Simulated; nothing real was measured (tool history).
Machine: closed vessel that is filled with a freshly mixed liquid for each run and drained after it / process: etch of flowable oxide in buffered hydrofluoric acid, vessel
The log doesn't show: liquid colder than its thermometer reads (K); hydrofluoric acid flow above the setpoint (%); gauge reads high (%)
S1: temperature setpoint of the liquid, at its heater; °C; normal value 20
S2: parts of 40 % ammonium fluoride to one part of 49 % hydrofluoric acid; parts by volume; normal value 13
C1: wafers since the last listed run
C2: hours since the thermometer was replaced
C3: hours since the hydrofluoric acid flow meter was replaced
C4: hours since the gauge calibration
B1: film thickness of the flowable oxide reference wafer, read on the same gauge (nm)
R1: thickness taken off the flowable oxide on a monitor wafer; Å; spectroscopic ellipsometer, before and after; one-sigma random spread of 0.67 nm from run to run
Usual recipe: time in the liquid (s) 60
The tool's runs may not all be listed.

Run 1, hour 0: usual settings but S1 22 °C, S2 11.5 parts by volume; C1 0; C2 430.5; C3 1700.9; C4 184.6; B1 109.97. Result: R1 1120.3 Å.
Run 2, hour 15.9: usual settings but S2 10.5 parts by volume, time in the liquid (s) 75; C1 1212; C2 446.4; C3 1716.8; C4 200.5; B1 110.03. Result: R1 1342.6 Å.
Run 3, hour 28.9: usual settings but S2 16.5 parts by volume; C1 991; C2 459.4; C3 1729.8; C4 213.5; B1 110.01. Result: R1 709.9 Å.
Run 4, hour 40.1: usual settings but S2 16.5 parts by volume; C1 854; C2 470.6; C3 1741; C4 224.7; B1 109.98. Result: R1 707.5 Å.
Run 5, hour 46.3: usual settings; C1 472; C2 476.8; C3 1747.2; C4 230.9; B1 109.95. Result: R1 899.8 Å.
Run 6, hour 54.3: usual settings but time in the liquid (s) 55; C1 610; C2 484.8; C3 1755.2; C4 238.9; B1 110.03. Result: R1 838.3 Å.
Run 7, hour 63.7: usual settings but time in the liquid (s) 55; C1 717; C2 494.2; C3 1764.6; C4 248.3; B1 109.97. Result: R1 818 Å.
Run 8, hour 75: usual settings but S2 11.5 parts by volume; C1 861; C2 505.5; C3 1775.9; C4 259.6; B1 110.06. Result: R1 1007.3 Å.
Run 9, hour 91.5: usual settings but S2 11.5 parts by volume; C1 1258; C2 522; C3 1792.4; C4 276.1; B1 109.99. Result: R1 1014.5 Å.
Run 10, hour 101.9: usual settings but S1 21 °C; C1 793; C2 532.4; C3 1802.8; C4 286.5; B1 109.94. Result: R1 954.1 Å.
Run 11, hour 118: usual settings but S1 21 °C; C1 1228; C2 548.5; C3 1818.9; C4 302.6; B1 110.02. Result: R1 966.7 Å.
Run 12, hour 133.4: usual settings; C1 1174; C2 563.9; C3 1834.3; C4 318; B1 109.98. Result: R1 901.7 Å.
Run 13, hour 144: usual settings but S1 23 °C, time in the liquid (s) 50; C1 808; C2 574.5; C3 1844.9; C4 328.6; B1 110. Result: R1 877.2 Å.
Run 14, hour 152.2: usual settings but S2 12 parts by volume; C1 625; C2 582.7; C3 1853.1; C4 336.8; B1 110. Result: R1 974.1 Å.
Run 15, hour 159.1: usual settings; C1 526; C2 589.6; C3 1860; C4 343.7; B1 110.04. Result: R1 896.5 Å.
Run 16, hour 168.2: usual settings but S1 24 °C, S2 9.5 parts by volume, time in the liquid (s) 35; C1 694; C2 598.7; C3 1869.1; C4 352.8; B1 109.95. Result: R1 877.5 Å.
At hour 169.3: hydrofluoric acid flow meter replaced.
Run 17, hour 180.8: usual settings; C1 884; C2 611.3; C3 11.5; C4 365.4; B1 109.99. Result: R1 796.9 Å.
Run 18, hour 211.8: usual settings but S1 17.5 °C, S2 10.5 parts by volume, time in the liquid (s) 30; C1 2364; C2 642.3; C3 42.5; C4 396.4; B1 109.98. Result: R1 432.6 Å.
At hour 221.7: gauge calibrated.
Run 19, hour 227.5: usual settings but S1 24.5 °C, S2 15 parts by volume; C1 1197; C2 658; C3 58.2; C4 5.8; B1 110. Result: R1 914 Å.
Run 20, hour 241.1: usual settings but S1 24.5 °C; C1 1037; C2 671.6; C3 71.8; C4 19.4; B1 109.95. Result: R1 1041.1 Å.
Run 21, hour 252.7: usual settings but S2 9.5 parts by volume, time in the liquid (s) 45; C1 884; C2 683.2; C3 83.4; C4 31; B1 109.99. Result: R1 812.5 Å.
Run 22, hour 267.2: usual settings but time in the liquid (s) 30; C1 1106; C2 697.7; C3 97.9; C4 45.5; B1 109.97. Result: R1 406.6 Å.
At hour 270.5: thermometer replaced.
Run 23, hour 276.4: usual settings; C1 625; C2 5.9; C3 107.1; C4 54.7; B1 109.98. Result: R1 809.3 Å.
Run 24, hour 291.4: usual settings but S1 22.5 °C; C1 1144; C2 20.9; C3 122.1; C4 69.7; B1 110.02. Result: R1 925.6 Å.
Run 25, hour 297.9: usual settings but S1 25 °C; C1 495; C2 27.4; C3 128.6; C4 76.2; B1 110.02. Result: R1 1058.1 Å.
Run 26, hour 307.9: usual settings; C1 762; C2 37.4; C3 138.6; C4 86.2; B1 109.97. Result: R1 806.7 Å.
Run 27, hour 318.5: usual settings but S1 17 °C, time in the liquid (s) 45; C1 808; C2 48; C3 149.2; C4 96.8; B1 110. Result: R1 513.5 Å.
Run 28, hour 357.8: usual settings but time in the liquid (s) 35; C1 2997; C2 87.3; C3 188.5; C4 136.1; B1 109.97. Result: R1 474.6 Å.
Run 29, hour 394.5: usual settings but S1 23.5 °C, S2 15.5 parts by volume, time in the liquid (s) 40; C1 2799; C2 124; C3 225.2; C4 172.8; B1 109.99. Result: R1 544.6 Å.
Run 30, hour 406.1: usual settings but S1 22.5 °C, S2 17.5 parts by volume, time in the liquid (s) 45; C1 884; C2 135.6; C3 236.8; C4 184.4; B1 110.02. Result: R1 526.5 Å.
Run 31, hour 414.4: usual settings but S1 17 °C; C1 633; C2 143.9; C3 245.1; C4 192.7; B1 110.03. Result: R1 691.1 Å.
Run 32, hour 422.1: usual settings but S2 15.5 parts by volume, time in the liquid (s) 40; C1 587; C2 151.6; C3 252.8; C4 200.4; B1 109.97. Result: R1 464.1 Å.

How the hidden state differs across the entries between the runs, from the last listed run before each to the first after it:
Logged between run 16 and run 17: hydrofluoric acid flow meter replaced (hour 169.3)
  hydrofluoric acid flow above the setpoint (%): 13.7 -> 0.613
  measured less the result without the state, R1: +95 -> +4.7 Å
Logged between run 18 and run 19: gauge calibrated (hour 221.7)
  hydrofluoric acid flow above the setpoint (%): 0.828 -> 0.936
  measured less the result without the state, R1: +3.5 -> +8.3 Å
Logged between run 22 and run 23: thermometer replaced (hour 270.5)
  hydrofluoric acid flow above the setpoint (%): 1.21 -> 1.27
  measured less the result without the state, R1: +4.8 -> +10 Å

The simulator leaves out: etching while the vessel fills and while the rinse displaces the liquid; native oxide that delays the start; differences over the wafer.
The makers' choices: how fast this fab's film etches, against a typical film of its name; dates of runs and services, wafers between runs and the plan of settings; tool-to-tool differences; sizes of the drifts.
